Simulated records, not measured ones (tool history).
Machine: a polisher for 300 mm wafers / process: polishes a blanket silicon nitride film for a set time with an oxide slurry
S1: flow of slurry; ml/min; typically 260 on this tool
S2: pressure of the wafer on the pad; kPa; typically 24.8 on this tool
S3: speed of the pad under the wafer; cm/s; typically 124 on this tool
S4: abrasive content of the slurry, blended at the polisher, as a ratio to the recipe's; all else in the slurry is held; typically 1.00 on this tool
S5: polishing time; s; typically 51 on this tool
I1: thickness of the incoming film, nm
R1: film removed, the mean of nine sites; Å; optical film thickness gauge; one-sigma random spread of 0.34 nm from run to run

Run 1, hour 0.0: usual settings but S2 28.3 kPa, S3 108 cm/s; I1 314.1. Result: R1 314 Å.
Run 2, hour 68.3: usual settings but S2 28.3 kPa, S3 108 cm/s; I1 315.6. Result: R1 318 Å.
At hour 82.5: worn pad replaced by a new one.
Run 3, hour 143.0: usual settings; I1 319.8. Result: R1 301 Å.
At hour 214.9: conditioning disc replaced and pad reconditioned.
At hour 283.8: slurry blender recalibrated.
Run 4, hour 337.8: usual settings; I1 314.0. Result: R1 300 Å.
At hour 354.9: worn pad replaced by a new one.
At hour 363.2: slurry nozzle cleaned.
Run 5, hour 405.5: usual settings; I1 320.2. Result: R1 305 Å.
Run 6, hour 454.0: usual settings; I1 321.9. Result: R1 304 Å.
Run 7, hour 523.3: usual settings; I1 322.7. Result: R1 291 Å.
At hour 540.0: conditioning disc replaced and pad reconditioned.
At hour 595.1: head pressure recalibrated.
Run 8, hour 609.2: usual settings; I1 317.5. Result: R1 277 Å.
At hour 627.0: slurry blender recalibrated.
At hour 681.0: worn pad replaced by a new one.
Run 9, hour 703.6: usual settings; I1 321.1. Result: R1 317 Å.
Run 10, hour 797.1: usual settings but S2 19.3 kPa, S5 67 s; I1 326.6. Result: R1 302 Å.
At hour 849.3: conditioning disc replaced and pad reconditioned.
Run 11, hour 903.6: usual settings but S5 33 s; I1 324.1. Result: R1 187 Å.
At hour 928.9: slurry blender recalibrated.
At hour 950.5: worn pad replaced by a new one.
Run 12, hour 951.0: usual settings; I1 318.1. Result: R1 318 Å.
Run 13, hour 1021.5: usual settings; I1 315.6. Result: R1 310 Å.
Run 14, hour 1111.9: usual settings but S1 320 ml/min, S3 136 cm/s, S5 33 s; I1 321.1. Result: R1 207 Å.
At hour 1160.8: conditioning disc replaced and pad reconditioned.
At hour 1174.5: head pressure recalibrated.
At hour 1182.5: slurry nozzle cleaned.
Run 15, hour 1202.6: usual settings but S2 30.3 kPa, S4 0.80; I1 316.7. Result: R1 319 Å.
At hour 1215.8: worn pad replaced by a new one.
At hour 1246.5: slurry blender recalibrated.
Run 16, hour 1255.9: usual settings but S2 20.7 kPa, S3 96 cm/s; I1 314.3. Result: R1 222 Å.
Run 17, hour 1349.7: usual settings but S5 43 s; I1 322.1. Result: R1 252 Å.
Run 18, hour 1398.2: usual settings but S3 146 cm/s; I1 320.9. Result: R1 331 Å.
At hour 1449.5: conditioning disc replaced and pad reconditioned.
Run 19, hour 1485.1: usual settings but S4 1.30, S5 33 s; I1 317.8. Result: R1 202 Å.

What if the next run were any one of these 4? Each begins from the tool's condition after run 19:
Run A, hour 1485.5: usual settings but S2 17.2 kPa; I1 317.2. Result: R1 ?.
Run B, hour 1485.5: usual settings but S1 205 ml/min; I1 317.2. Result: R1 ?.
Run C, hour 1485.5: usual settings but S5 60 s; I1 317.2. Result: R1 ?.
Run D, hour 1485.5: usual settings but S2 20.7 kPa, S3 138 cm/s, S4 0.85, S5 41 s; I1 317.2. Result: R1 ?.

run   R1
  A  199
  B  279
  C  337
  D  194
With no hidden state in the tool, these same runs would have given:
run   R1
  A  222
  B  311
  C  376
  D  217

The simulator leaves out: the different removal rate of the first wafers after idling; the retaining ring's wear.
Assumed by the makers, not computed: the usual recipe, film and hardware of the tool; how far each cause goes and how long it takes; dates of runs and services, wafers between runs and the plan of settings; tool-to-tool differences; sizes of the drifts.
